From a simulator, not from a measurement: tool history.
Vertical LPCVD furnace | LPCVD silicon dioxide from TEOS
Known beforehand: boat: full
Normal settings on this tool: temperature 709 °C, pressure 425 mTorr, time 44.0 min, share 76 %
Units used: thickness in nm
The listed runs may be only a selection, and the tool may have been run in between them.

run   hour  temperature  pressure  time  share  wafers since the last listed run  hours since the last temperature calibration  hours since the pressure gauge was zeroed  hours since the TEOS flow controller was replaced  hours since the gauge calibration  read-back reference wafer on the same gauge, thickness  thickness
  1    0.0          709       385  44.0     76                                 0                                        2693.3                                     1627.4                                             4168.4                               58.5                                                  458.85     537.95
  2   20.2          709       425  44.0     84                               300                                        2713.5                                     1647.6                                             4188.6                               78.7                                                  458.85     598.62
  3   40.4          709       425  44.0     76                               300                                        2733.7                                     1667.8                                             4208.8                               98.9                                                  459.14     568.46
  4   56.3          702       425  44.0     76                               236                                        2749.6                                     1683.7                                             4224.7                              114.8                                                  459.08     482.95
  5   66.2          702       425  44.0     76                               147                                        2759.5                                     1693.6                                             4234.6                              124.7                                                  459.03     483.83
  6   84.2          709       425  44.0     76                               267                                        2777.5                                     1711.6                                             4252.6                              142.7                                                  459.53     569.48
  7   94.9          709       425  44.0     76                               159                                        2788.2                                     1722.3                                             4263.3                              153.4                                                  459.14     570.74
  8  105.3          709       500  44.0     76                               154                                        2798.6                                     1732.7                                             4273.7                              163.8                                                  458.57     616.25
  9  119.8          709       500  44.0     76                               215                                        2813.1                                     1747.2                                             4288.2                              178.3                                                  459.27     617.44
 10  129.6          709       500  44.0     76                               145                                        2822.9                                     1757.0                                             4298.0                              188.1                                                  459.04     617.25
 11  146.3          709       490  44.0     76                               248                                        2839.6                                     1773.7                                             4314.7                              204.8                                                  458.99     612.06
 12  158.2          709       425  44.0     76                               177                                        2851.5                                     1785.6                                             4326.6                              216.7                                                  458.79     567.14
 13  174.5          709       425  30.0     76                               242                                        2867.8                                     1801.9                                             4342.9                              233.0                                                  458.84     388.13
 14  194.9          709       425  30.0     76                               303                                        2888.2                                     1822.3                                             4363.3                              253.4                                                  459.15     389.96
 15  204.2          700       425  44.0     76                               138                                        2897.5                                     1831.6                                             4372.6                              262.7                                                  459.14     465.17
 16  216.1          709       425  44.0     65                               177                                        2909.4                                     1843.5                                             4384.5                              274.6                                                  459.40     530.29
     226.3  -- gauge calibrated
 17  230.0          699       425  44.0     86                               206                                        2923.3                                     1857.4                                             4398.4                                3.7                                                  459.07     483.43
 18  242.1          714       485  52.5     82                               180                                        2935.4                                     1869.5                                             4410.5                               15.8                                                  458.99     846.73
     300.7  -- TEOS flow controller replaced
 19  301.2          715       345  44.0     76                               522                                        2994.5                                     1928.6                                                0.5                               74.9                                                  459.00     591.51
 20  306.3          709       425  44.0     76                                18                                        2999.6                                     1933.7                                                5.6                               80.0                                                  459.13     573.10
     326.4  -- thermocouples replaced and temperature profile calibrated
     341.4  -- pressure gauge zeroed
 21  341.9          703       325  34.0     90                                 7                                          15.5                                        0.5                                               41.2                              115.6                                                  459.46     346.64
 22  346.9          704       425  44.0     76                                74                                          20.5                                        5.5                                               46.2                              120.6                                                  459.41     481.14
 23  352.0          709       515  27.0     76                                75                                          25.6                                       10.6                                               51.3                              125.7                                                  459.21     365.69
 24  357.0          698       480  44.0     71                                74                                          30.6                                       15.6                                               56.3                              130.7                                                  458.61     430.34
 25  377.1          709       370  51.0     87                               299                                          50.7                                       35.7                                               76.4                              150.8                                                  458.91     622.97
 26  390.6          709       425  37.0     76                               200                                          64.2                                       49.2                                               89.9                              164.3                                                  459.04     451.12
 27  403.2          709       460  44.0     76                               187                                          76.8                                       61.8                                              102.5                              176.9                                                  458.77     559.12
 28  416.2          709       425  44.0     76                               193                                          89.8                                       74.8                                              115.5                              189.9                                                  458.95     538.70
 29  435.4          709       425  44.0     76                               285                                         109.0                                       94.0                                              134.7                              209.1                                                  459.30     537.94
 30  447.0          709       425  34.0     76                               172                                         120.6                                      105.6                                              146.3                              220.7                                                  458.73     415.82
 31  461.5          709       425  44.0     76                               215                                         135.1                                      120.1                                              160.8                              235.2                                                  458.68     539.28
 32  469.2          719       385  44.0     67                               114                                         142.8                                      127.8                                              168.5                              242.9                                                  458.54     602.12

Entry by entry between the runs, the difference in hidden state between the last listed run before and the first listed run after:
After run 16, before run 17: gauge calibrated (hour 226.3)
  true tube temperature minus thermocouple reading, K: 2.99 -> 3.01
  measured value less the no-hidden-state value, thickness: +34.84 -> +32.68 nm
After run 18, before run 19: TEOS flow controller replaced (hour 300.7)
  true tube temperature minus thermocouple reading, K: 3.04 -> 3.15
  measured value less the no-hidden-state value, thickness: +55.97 -> +40.44 nm
After run 20, before run 21: thermocouples replaced and temperature profile calibrated (hour 326.4); pressure gauge zeroed (hour 341.4)
  true tube temperature minus thermocouple reading, K: 3.16 -> 0.465
  measured value less the no-hidden-state value, thickness: +39.77 -> +3.70 nm
